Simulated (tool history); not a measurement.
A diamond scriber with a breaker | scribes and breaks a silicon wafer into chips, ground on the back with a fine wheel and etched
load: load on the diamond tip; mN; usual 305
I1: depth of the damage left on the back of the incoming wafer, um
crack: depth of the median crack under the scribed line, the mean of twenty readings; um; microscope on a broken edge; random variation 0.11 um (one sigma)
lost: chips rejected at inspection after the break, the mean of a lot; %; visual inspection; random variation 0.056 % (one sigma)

Run 1, hour 0.0: usual settings but load 335 mN; I1 0.69. Result: crack 7.17 um, lost 5.36 %.
Run 2, hour 81.4: usual settings but load 335 mN; I1 0.38. Result: crack 7.25 um, lost 4.84 %.
Run 3, hour 155.7: usual settings; I1 0.68. Result: crack 6.79 um, lost 11.81 %.
Run 4, hour 246.6: usual settings but load 245 mN; I1 0.75. Result: crack 6.01 um, lost 31.32 %.
Run 5, hour 330.9: usual settings but load 245 mN; I1 0.76. Result: crack 5.98 um, lost 28.70 %.
Run 6, hour 430.5: usual settings but load 245 mN; I1 0.40. Result: crack 5.97 um, lost 27.28 %.
At hour 464.1: diamond tip replaced by a new one.
Run 7, hour 508.9: usual settings; I1 0.78. Result: crack 7.33 um, lost 4.38 %.
Run 8, hour 555.1: usual settings but load 369 mN; I1 0.80. Result: crack 8.02 um, lost 1.01 %.
Run 9, hour 593.7: usual settings but load 238 mN; I1 0.74. Result: crack 6.30 um, lost 23.98 %.
At hour 636.0: load on the tip recalibrated.
Run 10, hour 656.7: usual settings but load 238 mN; I1 0.43. Result: crack 6.64 um, lost 15.37 %.
Run 11, hour 890.5: usual settings but load 238 mN; I1 0.32. Result: crack 6.44 um, lost 22.36 %.
Run 12, hour 950.2: usual settings; I1 0.64. Result: crack 7.26 um, lost 6.15 %.
Run 13, hour 987.8: usual settings; I1 0.64. Result: crack 7.09 um, lost 6.46 %.
Run 14, hour 1032.5: usual settings; I1 0.52. Result: crack 7.23 um, lost 7.72 %.
Run 15, hour 1076.1: usual settings but load 258 mN; I1 0.31. Result: crack 6.35 um, lost 18.24 %.
Run 16, hour 1134.5: usual settings but load 223 mN; I1 0.64. Result: crack 5.84 um, lost 32.98 %.
Run 17, hour 1229.4: usual settings but load 390 mN; I1 0.30. Result: crack 7.80 um, lost 1.03 %.
Run 18, hour 1281.3: usual settings but load 374 mN; I1 0.61. Result: crack 7.68 um, lost 1.50 %.
Run 19, hour 1379.0: usual settings but load 276 mN; I1 0.34. Result: crack 6.48 um, lost 15.26 %.
At hour 1390.5: diamond tip replaced by a new one.
Run 20, hour 1484.8: usual settings; I1 0.37. Result: crack 7.59 um, lost 2.43 %.
Run 21, hour 1536.3: usual settings but load 214 mN; I1 0.57. Result: crack 6.20 um, lost 24.89 %.
Run 22, hour 1611.3: usual settings but load 374 mN; I1 0.54. Result: crack 8.29 um, lost 0.93 %.
Run 23, hour 1652.8: usual settings but load 343 mN; I1 0.35. Result: crack 7.71 um, lost 1.77 %.
Run 24, hour 1713.4: usual settings; I1 0.78. Result: crack 7.13 um, lost 5.69 %.
Run 25, hour 1771.3: usual settings; I1 0.59. Result: crack 7.06 um, lost 7.29 %.
Run 26, hour 1843.4: usual settings but load 274 mN; I1 0.79. Result: crack 6.52 um, lost 14.94 %.
Run 27, hour 1883.0: usual settings but load 345 mN; I1 0.32. Result: crack 7.44 um, lost 3.00 %.
Run 28, hour 1941.8: usual settings but load 220 mN; I1 0.67. Result: crack 5.83 um, lost 34.01 %.

Forecast each of these 4 alternatives for the next run:
Run A, hour 1942.5: usual settings; I1 0.34. Result: crack ?, lost ?.
Run B, hour 1942.5: usual settings but load 280 mN; I1 0.34. Result: crack ?, lost ?.
Run C, hour 1942.5: usual settings but load 340 mN; I1 0.34. Result: crack ?, lost ?.
Run D, hour 1942.5: usual settings but load 272 mN; I1 0.34. Result: crack ?, lost ?.

run  crack   lost
  A   6.96   9.46
  B   6.65  14.78
  C   7.39   4.27
  D   6.54  16.78
Without the tool's hidden state the same runs would have given:
run  crack  lost
  A   8.16  0.84
  B   7.79  1.61
  C   8.67  2.12
  D   7.67  2.21
